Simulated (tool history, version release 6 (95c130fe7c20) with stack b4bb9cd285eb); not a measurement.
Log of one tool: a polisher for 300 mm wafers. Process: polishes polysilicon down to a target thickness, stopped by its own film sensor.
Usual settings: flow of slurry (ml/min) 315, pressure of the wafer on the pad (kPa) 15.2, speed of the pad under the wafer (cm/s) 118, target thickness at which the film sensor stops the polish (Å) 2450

run    hour  flow of slurry (ml/min)  pressure of the wafer on the pad (kPa)  speed of the pad under the wafer (cm/s)  target thickness at which the film sensor stops the polish (Å)  incoming thickness of the incoming film, nm  time until the film sensor stopped the polish (s)
  1     0.0                      315                                    15.2                                      118                                                            2450                                        697.4                                               70.6
  2    95.2                      315                                    15.2                                      118                                                            2450                                        676.1                                               68.7
  3   141.5                      315                                    15.2                                      118                                                            2450                                        684.7                                               70.5
  4   215.6                      315                                    15.2                                      118                                                            2450                                        692.7                                               75.4
  5   278.6                      315                                    15.2                                      118                                                            2450                                        688.0                                               65.8
  6   353.5                      315                                    15.2                                      118                                                            2450                                        702.6                                               68.1
  7   417.5                      315                                    15.2                                      118                                                            2450                                        682.8                                               66.7
  8   490.5                      315                                    15.2                                      118                                                            2450                                        702.7                                               72.6
  9   557.7                      315                                    15.2                                      118                                                            2450                                        698.4                                               73.0
 10   627.4                      315                                    15.2                                      118                                                            2450                                        700.7                                               75.6
 11   730.9                      315                                    12.4                                      118                                                            2450                                        694.9                                               79.4
 12   808.1                      315                                    12.4                                      118                                                            2450                                        692.7                                               77.9
 13   876.3                      315                                    15.2                                      118                                                            2450                                        696.3                                               68.5
 14   960.9                      315                                    15.2                                      118                                                            2450                                        693.6                                               70.0
 15  1135.9                      260                                    15.2                                      118                                                            3650                                        689.1                                               54.7
 16  1184.1                      400                                    11.7                                      118                                                            2450                                        695.1                                               81.3
 17  1223.8                      280                                    12.4                                       82                                                            2450                                        689.9                                              110.3
 18  1265.0                      395                                    15.2                                       82                                                             950                                        695.3                                              125.6
 19  1367.2                      315                                    15.2                                      118                                                            2450                                        689.6                                               69.7
 20  1605.5                      205                                    15.2                                       80                                                            1740                                        685.3                                              127.3
 21  1674.7                      240                                    10.3                                      118                                                            2450                                        683.7                                               87.0
 22  1762.2                      230                                    15.2                                      118                                                            2450                                        690.8                                               69.8
 23  1823.6                      315                                    15.2                                      118                                                            1670                                        687.5                                               79.5
 24  1862.2                      315                                    15.2                                      102                                                            2450                                        687.7                                               78.5
 25  1900.5                      315                                    18.6                                      118                                                            2450                                        688.9                                               60.8
 26  2000.9                      315                                    15.2                                      118                                                            2450                                        677.7                                               71.2
 27  2084.7                      235                                    10.3                                      142                                                            1910                                        694.3                                               86.0
 28  2162.6                      425                                    13.8                                      134                                                            3120                                        685.9                                               52.7

Taken out of this log: 12 entries between the listed runs. Where each belongs, and how the hidden state differs across it:
Between runs 1 and 2: head pressure recalibrated (hour 75.5)
  removal rate lost through wear of the pad, %: 5.54 -> 8.18
  measured less the result without the state, time until the film sensor stopped the polish (s): +3.9 -> +5.6
Between runs 4 and 5: worn pad replaced by a new one (hour 242.2)
  removal rate lost through wear of the pad, %: 11.5 -> 1.44
  measured less the result without the state, time until the film sensor stopped the polish (s): +8.6 -> +0.9
Between runs 5 and 6: slurry nozzle cleaned (hour 303.5)
  removal rate lost through wear of the pad, %: 1.44 -> 3.52
  measured less the result without the state, time until the film sensor stopped the polish (s): +0.9 -> +2.4
Between runs 10 and 11: slurry nozzle cleaned (hour 707.1); worn pad replaced by a new one (hour 708.3)
  removal rate lost through wear of the pad, %: 11.1 -> 1.64
  measured less the result without the state, time until the film sensor stopped the polish (s): +8.4 -> +1.3
Between runs 14 and 15: slurry nozzle cleaned (hour 1075.8)
  removal rate lost through wear of the pad, %: 8.02 -> 12.9
  measured less the result without the state, time until the film sensor stopped the polish (s): +5.6 -> +7.0
Between runs 15 and 16: worn pad replaced by a new one (hour 1152.8)
  removal rate lost through wear of the pad, %: 12.9 -> 1.72
  measured less the result without the state, time until the film sensor stopped the polish (s): +7.0 -> +1.4
Between runs 18 and 19: head pressure recalibrated (hour 1340.1)
  removal rate lost through wear of the pad, %: 3.96 -> 6.8
  measured less the result without the state, time until the film sensor stopped the polish (s): +4.9 -> +4.7
Between runs 19 and 20: slurry nozzle cleaned (hour 1558.4)
  removal rate lost through wear of the pad, %: 6.8 -> 13.4
  measured less the result without the state, time until the film sensor stopped the polish (s): +4.7 -> +17.1
Between runs 20 and 21: worn pad replaced by a new one (hour 1639.4)
  removal rate lost through wear of the pad, %: 13.4 -> 2.2
  measured less the result without the state, time until the film sensor stopped the polish (s): +17.1 -> +1.9
Between runs 25 and 26: slurry nozzle cleaned (hour 1946.8)
  removal rate lost through wear of the pad, %: 8.46 -> 11.2
  measured less the result without the state, time until the film sensor stopped the polish (s): +5.2 -> +8.0
Between runs 26 and 27: worn pad replaced by a new one (hour 2065.1)
  removal rate lost through wear of the pad, %: 11.2 -> 0.619
  measured less the result without the state, time until the film sensor stopped the polish (s): +8.0 -> +0.5

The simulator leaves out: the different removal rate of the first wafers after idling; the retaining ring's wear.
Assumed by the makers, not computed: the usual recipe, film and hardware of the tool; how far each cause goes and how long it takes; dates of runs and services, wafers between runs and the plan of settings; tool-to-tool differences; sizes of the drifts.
